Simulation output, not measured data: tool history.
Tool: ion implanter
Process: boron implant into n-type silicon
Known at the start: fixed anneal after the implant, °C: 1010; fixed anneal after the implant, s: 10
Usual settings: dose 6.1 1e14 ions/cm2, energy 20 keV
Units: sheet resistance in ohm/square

run,hour,dose,energy,"read-back reference wafer on the same gauge, sheet resistance",sheet resistance
1,0,6.1,20,155,187.75
2,23.1,6.1,20,154.96,187.46
3,35.8,6.1,20,154.99,187.57
4,57.8,6.1,20,154.71,187.14
5,73.9,6.1,20,155.12,187.54
6,103.1,6.1,18,154.98,189.28
7,130.6,6.1,18,155.01,188.54
8,162.7,4.64,17.5,154.86,236.52
9,190.8,4.64,17.5,155,236.46
10,212,6.1,20,154.96,186.2
11,236.4,6.1,20,154.97,185.75
12,259.3,6.1,20,154.82,184.47
13,281.1,6.1,20,154.98,184.32
# hour 298.3: Faraday cup replaced and dose calibrated
# hour 298.7: extraction supply calibrated
14,312.1,6.1,20,155.07,180.26
15,345.8,7.3,16.5,154.99,157.39
# hour 363: gauge calibrated
16,368.8,7.31,17,155.02,156.36
17,384.2,4.57,20,155.02,229.5
# hour 399.2: Faraday cup replaced and dose calibrated, repeated, since the last time left the tool worse
18,404.9,6.1,20,154.8,190.36
19,417,4.94,23.5,154.94,221.52
20,432.6,7.12,26.5,155.01,162.25
21,455.8,4.64,17.5,155,241.58
22,469.9,6.1,16.5,154.92,192.69
23,490.2,6.91,23.5,154.96,166.93
24,519.8,7.55,16,154.88,161.04
25,541,7.57,26,155.11,154.45
26,554.4,4.82,20,155.01,230.18

Some steps in sheet resistance between neighbouring runs. How much of each would the tool show without its hidden state too (settings, what came in, random variation), and how much is left for the hidden state, with any gauge scatter that isn't in both results?
The hidden state here: deviation of the true dose from the Faraday cup's reading, %; deviation of the true energy from its setpoint, %; gauge reads high (%).
Run 13 -> 14: Faraday cup replaced and dose calibrated, extraction supply calibrated. sheet resistance -4.06 ohm/square: hidden state -4.86, all else +0.8.
Run 17 -> 18: dose 4.57 -> 6.1, Faraday cup replaced and dose calibrated, repeated, since the last time left the tool worse. sheet resistance -39.14 ohm/square: hidden state +11.76, all else -50.9.
Run 20 -> 21: dose 7.12 -> 4.64, energy 26.5 -> 17.5. sheet resistance +79.33 ohm/square: hidden state -0.12, all else +79.45.
Run 25 -> 26: dose 7.57 -> 4.82, energy 26 -> 20. sheet resistance +75.73 ohm/square: hidden state -0.21, all else +75.94.
